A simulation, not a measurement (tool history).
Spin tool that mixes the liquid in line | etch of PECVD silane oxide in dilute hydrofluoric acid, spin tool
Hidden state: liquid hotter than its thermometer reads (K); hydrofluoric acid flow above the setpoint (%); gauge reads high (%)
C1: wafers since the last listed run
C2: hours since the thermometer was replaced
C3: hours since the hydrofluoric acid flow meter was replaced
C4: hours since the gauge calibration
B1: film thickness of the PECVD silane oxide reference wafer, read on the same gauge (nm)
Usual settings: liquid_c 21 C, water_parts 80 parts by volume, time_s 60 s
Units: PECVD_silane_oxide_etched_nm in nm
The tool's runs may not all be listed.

run 1 hour=0 | liquid_c=21 water_parts=80 time_s=45 | C1=0 C2=2001.1 C3=346.5 C4=286 | B1=30.01 | PECVD_silane_oxide_etched_nm=14.1
run 2 hour=24.8 | liquid_c=21 water_parts=80 time_s=45 | C1=208 C2=2025.9 C3=371.3 C4=310.8 | B1=30.02 | PECVD_silane_oxide_etched_nm=14.21
run 3 hour=42.4 | liquid_c=18.5 water_parts=80 time_s=40 | C1=148 C2=2043.5 C3=388.9 C4=328.4 | B1=29.99 | PECVD_silane_oxide_etched_nm=11.39
run 4 hour=57.5 | liquid_c=18.5 water_parts=80 time_s=40 | C1=127 C2=2058.6 C3=404 C4=343.5 | B1=30.01 | PECVD_silane_oxide_etched_nm=11.37
run 5 hour=126.1 | liquid_c=18.5 water_parts=80 time_s=40 | C1=577 C2=2127.2 C3=472.6 C4=412.1 | B1=29.98 | PECVD_silane_oxide_etched_nm=11.47
run 6 hour=141.9 | liquid_c=21 water_parts=110 time_s=60 | C1=133 C2=2143 C3=488.4 C4=427.9 | B1=30 | PECVD_silane_oxide_etched_nm=13.42
run 7 hour=158.5 | liquid_c=21 water_parts=110 time_s=60 | C1=139 C2=2159.6 C3=505 C4=444.5 | B1=30.01 | PECVD_silane_oxide_etched_nm=13.34
run 8 hour=187.5 | liquid_c=21 water_parts=110 time_s=60 | C1=244 C2=2188.6 C3=534 C4=473.5 | B1=30.01 | PECVD_silane_oxide_etched_nm=13.43
run 9 hour=203.1 | liquid_c=19 water_parts=80 time_s=60 | C1=131 C2=2204.2 C3=549.6 C4=489.1 | B1=30 | PECVD_silane_oxide_etched_nm=17.47
run 10 hour=229.1 | liquid_c=18 water_parts=80 time_s=80 | C1=218 C2=2230.2 C3=575.6 C4=515.1 | B1=30.01 | PECVD_silane_oxide_etched_nm=22.37
run 11 hour=264.3 | liquid_c=23.5 water_parts=65 time_s=35 | C1=296 C2=2265.4 C3=610.8 C4=550.3 | B1=29.97 | PECVD_silane_oxide_etched_nm=15.47
run 12 hour=282.1 | liquid_c=22.5 water_parts=80 time_s=60 | C1=149 C2=2283.2 C3=628.6 C4=568.1 | B1=29.99 | PECVD_silane_oxide_etched_nm=20.24
-- hour=296.1 gauge calibrated
run 13 hour=298.5 | liquid_c=19.5 water_parts=80 time_s=60 | C1=138 C2=2299.6 C3=645 C4=2.4 | B1=30.02 | PECVD_silane_oxide_etched_nm=17.94
run 14 hour=322.4 | liquid_c=23 water_parts=100 time_s=30 | C1=201 C2=2323.5 C3=668.9 C4=26.3 | B1=29.97 | PECVD_silane_oxide_etched_nm=8.14
run 15 hour=343.6 | liquid_c=23 water_parts=100 time_s=30 | C1=178 C2=2344.7 C3=690.1 C4=47.5 | B1=30.01 | PECVD_silane_oxide_etched_nm=8.14
run 16 hour=356.4 | liquid_c=21 water_parts=80 time_s=75 | C1=107 C2=2357.5 C3=702.9 C4=60.3 | B1=30.01 | PECVD_silane_oxide_etched_nm=23.84
run 17 hour=388.5 | liquid_c=21 water_parts=80 time_s=60 | C1=270 C2=2389.6 C3=735 C4=92.4 | B1=29.99 | PECVD_silane_oxide_etched_nm=19.11
-- hour=394.6 thermometer replaced
-- hour=395.8 hydrofluoric acid flow meter replaced
run 18 hour=413.7 | liquid_c=21 water_parts=45 time_s=60 | C1=195 C2=19.1 C3=17.9 C4=117.6 | B1=30 | PECVD_silane_oxide_etched_nm=34.4
run 19 hour=486.8 | liquid_c=21 water_parts=80 time_s=60 | C1=615 C2=92.2 C3=91 C4=190.7 | B1=30 | PECVD_silane_oxide_etched_nm=18.57
run 20 hour=506.5 | liquid_c=24.5 water_parts=80 time_s=60 | C1=165 C2=111.9 C3=110.7 C4=210.4 | B1=30 | PECVD_silane_oxide_etched_nm=21.57

Measured less the same run without the tool's hidden state. The same run-to-run variation is in both; the gauge's scatter may not be:
run=1 PECVD_silane_oxide_etched_nm=+0.25
run=2 PECVD_silane_oxide_etched_nm=+0.27
run=3 PECVD_silane_oxide_etched_nm=+0.22
run=4 PECVD_silane_oxide_etched_nm=+0.24
run=5 PECVD_silane_oxide_etched_nm=+0.28
run=6 PECVD_silane_oxide_etched_nm=+0.34
run=7 PECVD_silane_oxide_etched_nm=+0.35
run=8 PECVD_silane_oxide_etched_nm=+0.37
run=9 PECVD_silane_oxide_etched_nm=+0.48
run=10 PECVD_silane_oxide_etched_nm=+0.65
run=11 PECVD_silane_oxide_etched_nm=+0.47
run=12 PECVD_silane_oxide_etched_nm=+0.64
run=13 PECVD_silane_oxide_etched_nm=+0.57
run=14 PECVD_silane_oxide_etched_nm=+0.28
run=15 PECVD_silane_oxide_etched_nm=+0.29
run=16 PECVD_silane_oxide_etched_nm=+0.84
run=17 PECVD_silane_oxide_etched_nm=+0.7
run=18 PECVD_silane_oxide_etched_nm=+0.08
run=19 PECVD_silane_oxide_etched_nm=+0.12
run=20 PECVD_silane_oxide_etched_nm=+0.16
